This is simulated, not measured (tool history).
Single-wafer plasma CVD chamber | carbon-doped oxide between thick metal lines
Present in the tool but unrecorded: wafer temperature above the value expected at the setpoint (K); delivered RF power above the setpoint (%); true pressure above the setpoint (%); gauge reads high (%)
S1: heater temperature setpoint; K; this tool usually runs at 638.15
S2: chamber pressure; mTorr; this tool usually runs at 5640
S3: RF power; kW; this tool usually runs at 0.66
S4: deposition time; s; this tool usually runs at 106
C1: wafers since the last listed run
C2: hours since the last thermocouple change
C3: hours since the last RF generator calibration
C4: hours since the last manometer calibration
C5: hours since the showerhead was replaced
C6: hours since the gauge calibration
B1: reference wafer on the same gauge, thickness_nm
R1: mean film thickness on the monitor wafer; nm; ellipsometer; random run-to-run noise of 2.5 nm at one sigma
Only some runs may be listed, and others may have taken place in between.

run     day      S1    S2     S3   S4    C1      C2      C3      C4      C5     C6       B1       R1
  1       0  638.15  5640   0.66  106     0  2367.3     942    2751  6177.8  434.5  635.441  597.957
  2   0.517  638.15  5640   0.66  106   211  2379.7   954.4  2763.4  6190.2  446.9  635.805  593.072
  3     1.9  638.15  5640   0.66  106   565  2412.9   987.6  2796.6  6223.4  480.1  636.019  597.652
  4   3.092  638.15  5640   0.66  106   486  2441.5  1016.2  2825.2    6252  508.7  636.416  598.032
  5   4.133  638.15  5640   0.66  106   425  2466.5  1041.2  2850.2    6277  533.7  635.448  595.988
  6   4.921  638.15  5640   0.66  106   321  2485.4  1060.1  2869.1  6295.9  552.6  635.707  593.756
  7   5.612  638.15  5640   0.66  106   282    2502  1076.7  2885.7  6312.5  569.2  635.981   594.46
  8   6.812  638.15  5640   0.66  106   490  2530.8  1105.5  2914.5  6341.3    598  636.252  598.235
  9   7.733  638.15  5640   0.66  106   376  2552.9  1127.6  2936.6  6363.4  620.1  636.097  598.434
 10   8.875  638.15  5640   0.66  106   466  2580.3    1155    2964  6390.8  647.5  636.343  597.707
      9.579  -- gauge calibrated
       10.1  -- capacitance manometer re-zeroed and calibrated
 11  10.121  638.15  5640   0.66  106   372  2610.2  1184.9     0.5  6420.7     13  635.978   590.95
 12  10.846  638.15  6750   0.66  106   296  2627.6  1202.3    17.9  6438.1   30.4  635.527  610.178
 13  12.233  638.15  6750   0.66  106   566  2660.9  1235.6    51.2  6471.4   63.7  635.623  613.878
     12.892  -- showerhead replaced
 14  13.671  638.15  4560  0.585  106   451  2695.4  1270.1    85.7    18.7   98.2  636.219   505.44
      14.75  -- thermocouple changed; heater temperature recalibrated
 15  14.862  623.15  4410  0.595  100   350     2.7  1298.7   114.3    47.3  126.8  636.384   502.39
 16  15.883  624.15  6930   0.79   96   417    27.2  1323.2   138.8    71.8  151.3  636.183  675.639
 17  16.392  623.15  4710  0.535   94   207    39.4  1335.4     151      84  163.5  635.902  413.036
     17.133  -- RF generator calibrated
 18  17.154  638.15  5640   0.66  106   175    57.7     0.5   169.3   102.3  181.8  636.058  620.017
 19  18.108  638.15  5640   0.66  106   389    80.6    23.4   192.2   125.2  204.7  636.346  628.878
 20  18.696  629.15  5640   0.66  106   240    94.7    37.5   206.3   139.3  218.8  635.739  635.771
 21  21.933  638.15  4520   0.66  114  1322   172.4   115.2     284     217  296.5  636.097  636.354
 22  22.583  638.15  4700   0.57  106   265     188   130.8   299.6   232.6  312.1  635.728   512.14
 23  23.604  644.15  5640   0.53   93   417   212.5   155.3   324.1   257.1  336.6  635.904  417.936
 24  24.808  652.15  7010   0.75   97   492   241.4   184.2     353     286  365.5  635.636  627.828
 25  26.033  638.15  5640    0.7  106   500   270.8   213.6   382.4   315.4  394.9  635.857  647.586
 26  26.629  638.15  5640   0.66  106   243   285.1   227.9   396.7   329.7  409.2  636.346  613.269

3 ways to go on from here, each from the tool as it stands after run 26. What would each give?
  A  26.646  638.15  5640  0.66  106   6  285.5  228.3  397.1  330.1  409.6   ?   ?
  B  26.646  649.15  5640  0.71  117   6  285.5  228.3  397.1  330.1  409.6   ?   ?
  C  26.646  638.15  6750  0.58  106   6  285.5  228.3  397.1  330.1  409.6   ?   ?

run       B1       R1
  A  636.027  616.279
  B  636.027  709.914
  C  636.027  550.332
Without the tool's unlogged condition, the same runs would have read:
run       R1
  A  630.671
  B  726.199
  C  563.752
